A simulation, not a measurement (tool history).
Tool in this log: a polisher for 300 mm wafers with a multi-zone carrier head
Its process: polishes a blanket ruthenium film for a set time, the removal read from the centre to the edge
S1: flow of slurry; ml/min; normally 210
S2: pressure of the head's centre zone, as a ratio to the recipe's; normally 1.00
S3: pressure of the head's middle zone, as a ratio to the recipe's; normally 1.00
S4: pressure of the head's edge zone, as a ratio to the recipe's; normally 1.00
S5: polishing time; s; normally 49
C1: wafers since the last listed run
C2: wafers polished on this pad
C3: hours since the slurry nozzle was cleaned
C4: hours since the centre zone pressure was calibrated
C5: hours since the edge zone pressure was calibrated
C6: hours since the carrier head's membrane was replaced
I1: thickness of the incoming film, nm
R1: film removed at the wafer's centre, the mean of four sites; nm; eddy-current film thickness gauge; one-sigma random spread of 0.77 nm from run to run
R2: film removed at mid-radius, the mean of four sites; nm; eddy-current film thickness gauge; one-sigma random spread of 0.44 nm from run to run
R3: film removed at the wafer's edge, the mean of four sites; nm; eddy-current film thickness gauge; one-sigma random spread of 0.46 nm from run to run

{"run": 1, "hour": 0.0, "S1": 210, "S2": 1.0, "S3": 1.0, "S4": 1.0, "S5": 49, "C1": 0, "C2": 716, "C3": 803.2, "C4": 573.9, "C5": 874.1, "C6": 858.9, "I1": 336.2, "R1": 60.0, "R2": 59.5, "R3": 60.7}
{"run": 2, "hour": 7.1, "S1": 210, "S2": 1.0, "S3": 1.0, "S4": 1.0, "S5": 49, "C1": 92, "C2": 808, "C3": 810.3, "C4": 581.0, "C5": 881.2, "C6": 866.0, "I1": 337.8, "R1": 60.4, "R2": 59.3, "R3": 60.9}
{"hour": 13.5, "done": "worn pad replaced by a new one"}
{"hour": 18.9, "done": "centre zone pressure recalibrated"}
{"run": 3, "hour": 21.5, "S1": 210, "S2": 1.0, "S3": 1.0, "S4": 1.0, "S5": 49, "C1": 108, "C2": 78, "C3": 824.7, "C4": 2.6, "C5": 895.6, "C6": 880.4, "I1": 340.6, "R1": 59.8, "R2": 59.7, "R3": 61.0}
{"run": 4, "hour": 28.0, "S1": 210, "S2": 1.0, "S3": 1.07, "S4": 1.0, "S5": 49, "C1": 84, "C2": 162, "C3": 831.2, "C4": 9.1, "C5": 902.1, "C6": 886.9, "I1": 336.5, "R1": 60.6, "R2": 63.4, "R3": 61.0}
{"run": 5, "hour": 36.1, "S1": 210, "S2": 1.0, "S3": 1.07, "S4": 1.0, "S5": 49, "C1": 105, "C2": 267, "C3": 839.3, "C4": 17.2, "C5": 910.2, "C6": 895.0, "I1": 343.5, "R1": 59.6, "R2": 62.3, "R3": 60.6}
{"hour": 44.7, "done": "edge zone pressure recalibrated"}
{"run": 6, "hour": 51.5, "S1": 210, "S2": 1.0, "S3": 1.0, "S4": 0.89, "S5": 49, "C1": 173, "C2": 441, "C3": 854.7, "C4": 32.6, "C5": 6.8, "C6": 910.4, "I1": 335.6, "R1": 59.1, "R2": 59.5, "R3": 57.1}
{"run": 7, "hour": 65.2, "S1": 260, "S2": 0.93, "S3": 1.0, "S4": 1.0, "S5": 45, "C1": 177, "C2": 618, "C3": 868.4, "C4": 46.3, "C5": 20.5, "C6": 924.1, "I1": 344.3, "R1": 52.5, "R2": 56.4, "R3": 56.4}
{"run": 8, "hour": 82.1, "S1": 210, "S2": 1.0, "S3": 1.0, "S4": 1.0, "S5": 49, "C1": 219, "C2": 837, "C3": 885.3, "C4": 63.2, "C5": 37.4, "C6": 941.0, "I1": 342.4, "R1": 59.9, "R2": 58.7, "R3": 59.9}
{"run": 9, "hour": 91.2, "S1": 185, "S2": 1.0, "S3": 1.05, "S4": 0.89, "S5": 49, "C1": 117, "C2": 955, "C3": 894.4, "C4": 72.3, "C5": 46.5, "C6": 950.1, "I1": 341.9, "R1": 57.9, "R2": 59.5, "R3": 55.2}
{"hour": 98.1, "done": "worn pad replaced by a new one"}
{"run": 10, "hour": 124.3, "S1": 235, "S2": 1.0, "S3": 1.0, "S4": 1.0, "S5": 49, "C1": 377, "C2": 339, "C3": 927.5, "C4": 105.4, "C5": 79.6, "C6": 983.2, "I1": 343.2, "R1": 59.5, "R2": 59.5, "R3": 61.1}
{"run": 11, "hour": 133.1, "S1": 210, "S2": 1.0, "S3": 1.0, "S4": 1.06, "S5": 55, "C1": 114, "C2": 453, "C3": 936.3, "C4": 114.2, "C5": 88.4, "C6": 992.0, "I1": 340.0, "R1": 65.7, "R2": 64.9, "R3": 68.3}
{"run": 12, "hour": 146.5, "S1": 210, "S2": 1.0, "S3": 1.0, "S4": 1.0, "S5": 49, "C1": 173, "C2": 627, "C3": 949.7, "C4": 127.6, "C5": 101.8, "C6": 1005.4, "I1": 338.1, "R1": 58.7, "R2": 58.3, "R3": 59.7}
{"run": 13, "hour": 157.7, "S1": 165, "S2": 1.0, "S3": 1.0, "S4": 0.88, "S5": 49, "C1": 145, "C2": 772, "C3": 960.9, "C4": 138.8, "C5": 113.0, "C6": 1016.6, "I1": 341.9, "R1": 53.9, "R2": 54.0, "R3": 53.6}
{"hour": 166.3, "done": "carrier head's membrane replaced by a new one"}
{"hour": 167.0, "done": "slurry nozzle cleaned"}
{"run": 14, "hour": 169.7, "S1": 285, "S2": 1.0, "S3": 1.0, "S4": 1.0, "S5": 49, "C1": 81, "C2": 854, "C3": 2.7, "C4": 150.8, "C5": 125.0, "C6": 3.4, "I1": 339.8, "R1": 70.3, "R2": 66.3, "R3": 65.8}
{"hour": 174.0, "done": "worn pad replaced by a new one"}
{"run": 15, "hour": 187.2, "S1": 210, "S2": 0.94, "S3": 1.0, "S4": 1.0, "S5": 49, "C1": 175, "C2": 170, "C3": 20.2, "C4": 168.3, "C5": 142.5, "C6": 20.9, "I1": 347.3, "R1": 63.9, "R2": 66.1, "R3": 64.7}
{"run": 16, "hour": 195.8, "S1": 210, "S2": 1.05, "S3": 1.0, "S4": 1.1, "S5": 49, "C1": 111, "C2": 282, "C3": 28.8, "C4": 176.9, "C5": 151.1, "C6": 29.5, "I1": 334.3, "R1": 69.8, "R2": 65.5, "R3": 67.7}
{"run": 17, "hour": 206.9, "S1": 210, "S2": 0.89, "S3": 1.08, "S4": 0.95, "S5": 49, "C1": 143, "C2": 426, "C3": 39.9, "C4": 188.0, "C5": 162.2, "C6": 40.6, "I1": 339.7, "R1": 60.1, "R2": 69.5, "R3": 63.4}
{"run": 18, "hour": 223.6, "S1": 210, "S2": 1.0, "S3": 1.0, "S4": 1.0, "S5": 61, "C1": 216, "C2": 642, "C3": 56.6, "C4": 204.7, "C5": 178.9, "C6": 57.3, "I1": 340.6, "R1": 81.9, "R2": 81.8, "R3": 81.0}
{"run": 19, "hour": 239.2, "S1": 210, "S2": 1.09, "S3": 0.89, "S4": 1.0, "S5": 37, "C1": 202, "C2": 844, "C3": 72.2, "C4": 220.3, "C5": 194.5, "C6": 72.9, "I1": 341.7, "R1": 53.7, "R2": 44.5, "R3": 48.8}
{"run": 20, "hour": 250.3, "S1": 210, "S2": 1.0, "S3": 1.0, "S4": 1.0, "S5": 49, "C1": 143, "C2": 988, "C3": 83.3, "C4": 231.4, "C5": 205.6, "C6": 84.0, "I1": 344.3, "R1": 65.9, "R2": 64.8, "R3": 64.9}
{"run": 21, "hour": 260.2, "S1": 235, "S2": 1.08, "S3": 1.0, "S4": 1.05, "S5": 56, "C1": 128, "C2": 1117, "C3": 93.2, "C4": 241.3, "C5": 215.5, "C6": 93.9, "I1": 337.3, "R1": 82.7, "R2": 74.6, "R3": 76.1}

Some steps in R1, run to run, broken into two amounts with sign: the step expected even without the hidden condition (settings, incoming material, random variation), and the rest, left for the hidden condition together with whatever gauge scatter is not in both the measured and the hidden-condition-free result:
The hidden state here: removal rate lost through wear of the pad, %; slurry flow missing at the pad, %; deviation of the centre zone's pressure from its setpoint, %; deviation of the edge zone's pressure from its setpoint, %.
Run 7 -> 8: S1 260 -> 210, S2 0.93 -> 1.00, S5 45 -> 49. R1 +7.4 nm: hidden state -2.3, all else +9.7.
Run 13 -> 14: S1 165 -> 285, S4 0.88 -> 1.00, carrier head's membrane replaced by a new one, slurry nozzle cleaned. R1 +16.4 nm: hidden state +9.9, all else +6.5.
Run 17 -> 18: S2 0.89 -> 1.00, S3 1.08 -> 1.00, S4 0.95 -> 1.00, S5 49 -> 61. R1 +21.8 nm: hidden state -0.2, all else +22.0.
Run 18 -> 19: S2 1.00 -> 1.09, S3 1.00 -> 0.89, S5 61 -> 37. R1 -28.2 nm: hidden state +0.1, all else -28.3.
